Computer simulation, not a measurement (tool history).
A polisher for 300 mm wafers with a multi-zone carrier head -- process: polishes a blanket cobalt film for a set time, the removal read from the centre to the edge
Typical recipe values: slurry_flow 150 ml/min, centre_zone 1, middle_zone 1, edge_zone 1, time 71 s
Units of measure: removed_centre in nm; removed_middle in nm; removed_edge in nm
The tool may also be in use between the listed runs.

run,hour,slurry_flow,centre_zone,middle_zone,edge_zone,time,"incoming thickness of the incoming film, nm",removed_centre,removed_middle,removed_edge
1,0,150,1,1,1,71,1223.8,249,254.6,252.7
2,12.1,150,1,1,1,71,1230.3,248,250.1,254.6
3,28.3,150,1,1,0.97,71,1245.1,252.7,246.3,247.4
4,35.1,150,1,1,0.97,71,1243.1,249.6,247.4,248
5,52.6,150,1,1,0.97,71,1243,247.3,242.8,244.9
6,65.1,150,1,0.94,1.06,71,1230.6,240.9,229.3,251.2
7,73.8,150,1,1,1,71,1235.4,240.3,240.8,245.3
8,90.6,150,1,1,1,71,1228.3,238.8,234.5,243.7
# hour 98.5: centre zone pressure recalibrated
# hour 110.5: worn pad replaced by a new one
9,111,150,1,1,1.07,71,1235.7,240.6,244.6,253.4
10,121.3,150,1,1,1.07,71,1218.8,236.1,241.4,252.4
11,134.9,105,1,1,1,71,1236.8,204.3,211.3,229.7
12,145.6,150,1,1,0.9,78,1247.9,247.4,255.6,252.9
13,159,150,1.04,0.95,1,52,1224.9,173.6,161.8,174.4
14,171.2,150,1,1,1,71,1221.6,222.1,224.1,234.8
# hour 183.2: edge zone pressure recalibrated
15,186.2,110,1,1,1,71,1237.5,187.5,199.8,215.8
16,203.8,150,1.08,1.1,1.08,87,1232.9,264.1,278.4,282.4
# hour 206.6: slurry nozzle cleaned
17,214.4,135,0.96,1.1,0.89,71,1210.1,227,257.2,224.4
18,242.2,100,1,1,1,71,1216.2,213.1,213,222.2
# hour 249.5: worn pad replaced by a new one
19,252,150,1,1,1,71,1221.9,246.8,246.3,258.2
# hour 260.6: carrier head's membrane replaced by a new one
20,268.1,185,1.1,1.06,1.05,71,1232.8,285.1,269.7,259.2
21,278.2,150,1,1.09,1.05,71,1228.2,247.3,265.6,251.8
22,318.2,150,1,1,1,82,1224.5,278.9,280,289.9
23,333.3,120,0.94,0.94,1.03,71,1226,211.4,211.7,237.7

For some of the steps in removed_centre from one run to the next: how much would appear even if the tool had no hidden state, given the settings, what came in and random variation, and how much remains for the hidden state plus any gauge scatter that the measured result and the result without hidden state don't share?
Hidden conditions of the tool in this case: removal rate lost through wear of the pad, %; slurry flow missing at the pad, %; deviation of the centre zone's pressure from its setpoint, %; deviation of the edge zone's pressure from its setpoint, %.
Run 12 -> 13: centre_zone 1 -> 1.04, middle_zone 1 -> 0.95, edge_zone 0.9 -> 1, time 78 -> 52. removed_centre -73.8 nm: hidden state +2.7, all else -76.5.
Run 15 -> 16: slurry_flow 110 -> 150, centre_zone 1 -> 1.08, middle_zone 1 -> 1.1, edge_zone 1 -> 1.08, time 71 -> 87. removed_centre +76.6 nm: hidden state -17.6, all else +94.2.
Run 16 -> 17: slurry_flow 150 -> 135, centre_zone 1.08 -> 0.96, edge_zone 1.08 -> 0.89, time 87 -> 71, slurry nozzle cleaned. removed_centre -37.1 nm: hidden state +49.3, all else -86.4.

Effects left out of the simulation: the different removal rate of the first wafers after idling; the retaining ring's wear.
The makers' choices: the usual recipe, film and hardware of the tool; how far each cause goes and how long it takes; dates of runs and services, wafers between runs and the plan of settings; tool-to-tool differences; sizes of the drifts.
